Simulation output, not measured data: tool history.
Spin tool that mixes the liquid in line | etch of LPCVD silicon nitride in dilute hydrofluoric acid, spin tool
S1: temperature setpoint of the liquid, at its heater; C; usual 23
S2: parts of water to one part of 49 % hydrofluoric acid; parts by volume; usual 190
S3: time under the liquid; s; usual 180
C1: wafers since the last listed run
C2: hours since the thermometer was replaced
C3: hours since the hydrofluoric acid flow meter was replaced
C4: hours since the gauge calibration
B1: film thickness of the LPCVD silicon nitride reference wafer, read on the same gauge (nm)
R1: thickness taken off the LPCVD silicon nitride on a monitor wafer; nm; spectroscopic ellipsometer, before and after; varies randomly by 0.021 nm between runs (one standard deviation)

run 1 day=0 | S1=23 S2=190 S3=180 | C1=0 C2=1820.9 C3=1843.5 C4=87.7 | B1=129.994 | R1=0.551
run 2 day=0.304 | S1=23 S2=190 S3=180 | C1=47 C2=1828.2 C3=1850.8 C4=95 | B1=130.054 | R1=0.55
run 3 day=0.621 | S1=23 S2=190 S3=180 | C1=49 C2=1835.8 C3=1858.4 C4=102.6 | B1=129.963 | R1=0.537
run 4 day=0.938 | S1=23 S2=190 S3=180 | C1=49 C2=1843.4 C3=1866 C4=110.2 | B1=129.958 | R1=0.573
run 5 day=1.288 | S1=23 S2=190 S3=180 | C1=54 C2=1851.8 C3=1874.4 C4=118.6 | B1=130.006 | R1=0.523
run 6 day=1.938 | S1=23 S2=190 S3=180 | C1=101 C2=1867.4 C3=1890 C4=134.2 | B1=129.991 | R1=0.517
run 7 day=2.6 | S1=23 S2=190 S3=180 | C1=103 C2=1883.3 C3=1905.9 C4=150.1 | B1=129.952 | R1=0.545
-- day=2.992 hydrofluoric acid flow meter replaced
-- day=3.058 gauge calibrated
run 8 day=3.288 | S1=23 S2=190 S3=180 | C1=100 C2=1899.8 C3=7.1 C4=5.5 | B1=129.976 | R1=0.528
run 9 day=3.638 | S1=23 S2=190 S3=180 | C1=54 C2=1908.2 C3=15.5 C4=13.9 | B1=130.022 | R1=0.52
run 10 day=4.329 | S1=23 S2=255 S3=210 | C1=108 C2=1924.8 C3=32.1 C4=30.5 | B1=129.951 | R1=0.46
run 11 day=4.846 | S1=23 S2=190 S3=180 | C1=80 C2=1937.2 C3=44.5 C4=42.9 | B1=130.035 | R1=0.523
run 12 day=5.692 | S1=20 S2=190 S3=180 | C1=132 C2=1957.5 C3=64.8 C4=63.2 | B1=130.021 | R1=0.403
-- day=6.258 thermometer replaced
run 13 day=6.438 | S1=23 S2=190 S3=180 | C1=110 C2=4.3 C3=82.7 C4=81.1 | B1=130.002 | R1=0.516
run 14 day=6.692 | S1=26.5 S2=190 S3=110 | C1=39 C2=10.4 C3=88.8 C4=87.2 | B1=129.982 | R1=0.399
run 15 day=7.392 | S1=23 S2=190 S3=180 | C1=109 C2=27.2 C3=105.6 C4=104 | B1=130.039 | R1=0.484
run 16 day=7.779 | S1=27 S2=265 S3=255 | C1=60 C2=36.5 C3=114.9 C4=113.3 | B1=129.941 | R1=0.715
run 17 day=8.188 | S1=23 S2=190 S3=270 | C1=63 C2=46.3 C3=124.7 C4=123.1 | B1=130.012 | R1=0.774
run 18 day=8.833 | S1=27.5 S2=190 S3=140 | C1=100 C2=61.8 C3=140.2 C4=138.6 | B1=129.993 | R1=0.584

What if the next run were any one of these 3? Each begins from the tool's condition after run 18:
run A day=8.854 | S1=23 S2=190 S3=180 | C1=3 C2=62.3 C3=140.7 C4=139.1 | B1=? | R1=?
run B day=8.854 | S1=26.5 S2=150 S3=180 | C1=3 C2=62.3 C3=140.7 C4=139.1 | B1=? | R1=?
run C day=8.854 | S1=23 S2=280 S3=180 | C1=3 C2=62.3 C3=140.7 C4=139.1 | B1=? | R1=?

run=A B1=129.997 R1=0.561
run=B B1=129.997 R1=0.887
run=C B1=129.997 R1=0.383
Stripped of hidden state, with their random variation kept, the same runs would have yielded:
run=A R1=0.561
run=B R1=0.887
run=C R1=0.383

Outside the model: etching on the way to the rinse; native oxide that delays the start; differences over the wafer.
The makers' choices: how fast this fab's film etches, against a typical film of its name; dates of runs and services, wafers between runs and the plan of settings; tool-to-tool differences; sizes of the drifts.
